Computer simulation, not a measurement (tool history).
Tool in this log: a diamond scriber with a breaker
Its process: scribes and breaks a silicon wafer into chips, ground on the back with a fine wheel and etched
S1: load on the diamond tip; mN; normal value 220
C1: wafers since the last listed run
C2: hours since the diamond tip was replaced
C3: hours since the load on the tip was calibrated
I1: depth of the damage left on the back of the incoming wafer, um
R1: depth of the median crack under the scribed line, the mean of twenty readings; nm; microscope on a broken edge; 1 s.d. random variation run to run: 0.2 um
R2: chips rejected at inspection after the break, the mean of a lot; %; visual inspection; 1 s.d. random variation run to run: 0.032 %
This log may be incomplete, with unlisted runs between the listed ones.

{"run": 1, "hour": 0.0, "S1": 220, "C1": 0, "C2": 635.9, "C3": 620.5, "I1": 0.47, "R1": 14930, "R2": 0.63}
{"run": 2, "hour": 68.5, "S1": 220, "C1": 166, "C2": 704.4, "C3": 689, "I1": 0.57, "R1": 15200, "R2": 0.67}
{"run": 3, "hour": 135.8, "S1": 220, "C1": 163, "C2": 771.7, "C3": 756.3, "I1": 0.31, "R1": 15100, "R2": 0.64}
{"run": 4, "hour": 196.0, "S1": 235, "C1": 146, "C2": 831.9, "C3": 816.5, "I1": 0.66, "R1": 15820, "R2": 1.51}
{"run": 5, "hour": 265.0, "S1": 220, "C1": 168, "C2": 900.9, "C3": 885.5, "I1": 0.78, "R1": 15010, "R2": 0.81}
{"run": 6, "hour": 304.9, "S1": 251, "C1": 97, "C2": 940.8, "C3": 925.4, "I1": 0.45, "R1": 17080, "R2": 2.97}
{"run": 7, "hour": 362.6, "S1": 251, "C1": 140, "C2": 998.5, "C3": 983.1, "I1": 0.31, "R1": 16730, "R2": 2.9}
{"hour": 376.8, "done": "diamond tip replaced by a new one, of another model than before"}
{"run": 8, "hour": 407.3, "S1": 251, "C1": 103, "C2": 30.5, "C3": 1027.8, "I1": 0.51, "R1": 16320, "R2": 2}
{"run": 9, "hour": 473.8, "S1": 220, "C1": 161, "C2": 97, "C3": 1094.3, "I1": 0.75, "R1": 15170, "R2": 0.76}
{"run": 10, "hour": 544.3, "S1": 220, "C1": 171, "C2": 167.5, "C3": 1164.8, "I1": 0.41, "R1": 15300, "R2": 0.85}
{"run": 11, "hour": 597.0, "S1": 159, "C1": 128, "C2": 220.2, "C3": 1217.5, "I1": 0.33, "R1": 12970, "R2": 2.09}
{"run": 12, "hour": 664.0, "S1": 272, "C1": 163, "C2": 287.2, "C3": 1284.5, "I1": 0.73, "R1": 17180, "R2": 3.83}
{"run": 13, "hour": 711.4, "S1": 175, "C1": 115, "C2": 334.6, "C3": 1331.9, "I1": 0.54, "R1": 13690, "R2": 1.05}
{"run": 14, "hour": 740.6, "S1": 220, "C1": 71, "C2": 363.8, "C3": 1361.1, "I1": 0.49, "R1": 15520, "R2": 0.96}
{"run": 15, "hour": 776.2, "S1": 279, "C1": 86, "C2": 399.4, "C3": 1396.7, "I1": 0.46, "R1": 17210, "R2": 4.84}
{"hour": 800.2, "done": "load on the tip recalibrated"}
{"run": 16, "hour": 842.9, "S1": 158, "C1": 157, "C2": 466.1, "C3": 42.7, "I1": 0.47, "R1": 12140, "R2": 4.98}
{"run": 17, "hour": 875.8, "S1": 235, "C1": 80, "C2": 499, "C3": 75.6, "I1": 0.44, "R1": 15180, "R2": 0.52}
{"run": 18, "hour": 900.6, "S1": 198, "C1": 60, "C2": 523.8, "C3": 100.4, "I1": 0.72, "R1": 13810, "R2": 1.27}
{"run": 19, "hour": 969.7, "S1": 280, "C1": 168, "C2": 592.9, "C3": 169.5, "I1": 0.4, "R1": 16570, "R2": 2.19}
{"run": 20, "hour": 1018.0, "S1": 269, "C1": 117, "C2": 641.2, "C3": 217.8, "I1": 0.55, "R1": 15790, "R2": 1.71}

5 options for the next run, each taken on its own from the tool as it stands now. Forecast them:
{"run": "A", "hour": 1018.5, "S1": 220, "C1": 1, "C2": 641.7, "C3": 218.3, "I1": 0.76, "R1": "?", "R2": "?"}
{"run": "B", "hour": 1018.5, "S1": 256, "C1": 1, "C2": 641.7, "C3": 218.3, "I1": 0.76, "R1": "?", "R2": "?"}
{"run": "C", "hour": 1018.5, "S1": 196, "C1": 1, "C2": 641.7, "C3": 218.3, "I1": 0.76, "R1": "?", "R2": "?"}
{"run": "D", "hour": 1018.5, "S1": 240, "C1": 1, "C2": 641.7, "C3": 218.3, "I1": 0.76, "R1": "?", "R2": "?"}
{"run": "E", "hour": 1018.5, "S1": 192, "C1": 1, "C2": 641.7, "C3": 218.3, "I1": 0.76, "R1": "?", "R2": "?"}

run=A R1=14830 R2=0.54
run=B R1=16020 R2=1.22
run=C R1=14010 R2=1.13
run=D R1=15500 R2=0.71
run=E R1=13870 R2=1.33
With the hidden condition removed and each run's random variation left untouched, the same runs would have given:
run=A R1=14940 R2=0.53
run=B R1=16150 R2=1.38
run=C R1=14110 R2=0.99
run=D R1=15620 R2=0.8
run=E R1=13970 R2=1.17
